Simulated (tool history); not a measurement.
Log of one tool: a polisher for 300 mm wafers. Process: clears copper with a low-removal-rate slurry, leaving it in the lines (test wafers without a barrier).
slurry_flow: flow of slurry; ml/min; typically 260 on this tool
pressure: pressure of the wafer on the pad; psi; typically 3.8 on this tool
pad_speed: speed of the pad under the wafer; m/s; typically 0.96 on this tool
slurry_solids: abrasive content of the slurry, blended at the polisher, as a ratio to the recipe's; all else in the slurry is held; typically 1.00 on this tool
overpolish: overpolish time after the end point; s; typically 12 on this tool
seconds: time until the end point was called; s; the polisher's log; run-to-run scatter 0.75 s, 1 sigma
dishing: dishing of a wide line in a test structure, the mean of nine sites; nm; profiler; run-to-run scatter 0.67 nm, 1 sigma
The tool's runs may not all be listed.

run   hour  slurry_flow  pressure  pad_speed  slurry_solids  overpolish  incoming thickness of the incoming film, nm  seconds  dishing
  1    0.0          260       3.8       0.96           1.00          12                                        321.7     84.3     37.7
  2   49.2          260       3.8       0.96           1.00          12                                        323.9     85.5     38.9
  3   75.7          330       3.8       0.96           1.00          12                                        315.2     81.1     39.3
  4  114.0          330       3.8       0.96           1.00          12                                        321.5     82.9     37.8
  5  220.3          260       3.8       0.96           1.00          12                                        314.7     82.7     37.5
  6  249.1          260       3.8       0.96           1.00          12                                        317.9     84.7     38.0
  7  320.2          260       3.8       0.96           1.00          12                                        322.1     85.2     38.9
  8  367.3          210       3.8       0.96           1.00          12                                        320.5     86.4     37.4
  9  413.0          225       2.7       0.96           1.00          18                                        317.8    118.6     39.2
 10  445.6          260       4.2       0.78           1.00          12                                        321.1     91.2     37.2
 11  474.5          175       3.8       0.96           1.30           7                                        319.6     84.1     23.3
 12  511.0          260       4.3       0.96           1.00          12                                        322.8     76.0     43.3
 13  552.6          260       3.8       0.96           1.00          12                                        323.9     86.0     38.3
 14  582.9          180       4.6       0.66           1.00          15                                        312.8     96.2     40.9

Missing from the log above: 6 entries noted between runs. For each, name the pair of listed runs it sits between and say how the tool's hidden condition differs from the listed run just before to the listed run just after:
After run 4, before run 5: worn pad replaced by a new one (hour 131.3); slurry blender recalibrated (hour 219.8)
  no difference in the tool's unlogged condition between these two runs
After run 6, before run 7: head pressure recalibrated (hour 294.6); worn pad replaced by a new one (hour 316.6)
  no difference in the tool's unlogged condition between these two runs
After run 8, before run 9: slurry nozzle cleaned (hour 380.1)
  no difference in the tool's unlogged condition between these two runs
After run 10, before run 11: worn pad replaced by a new one (hour 463.8)
  no difference in the tool's unlogged condition between these two runs
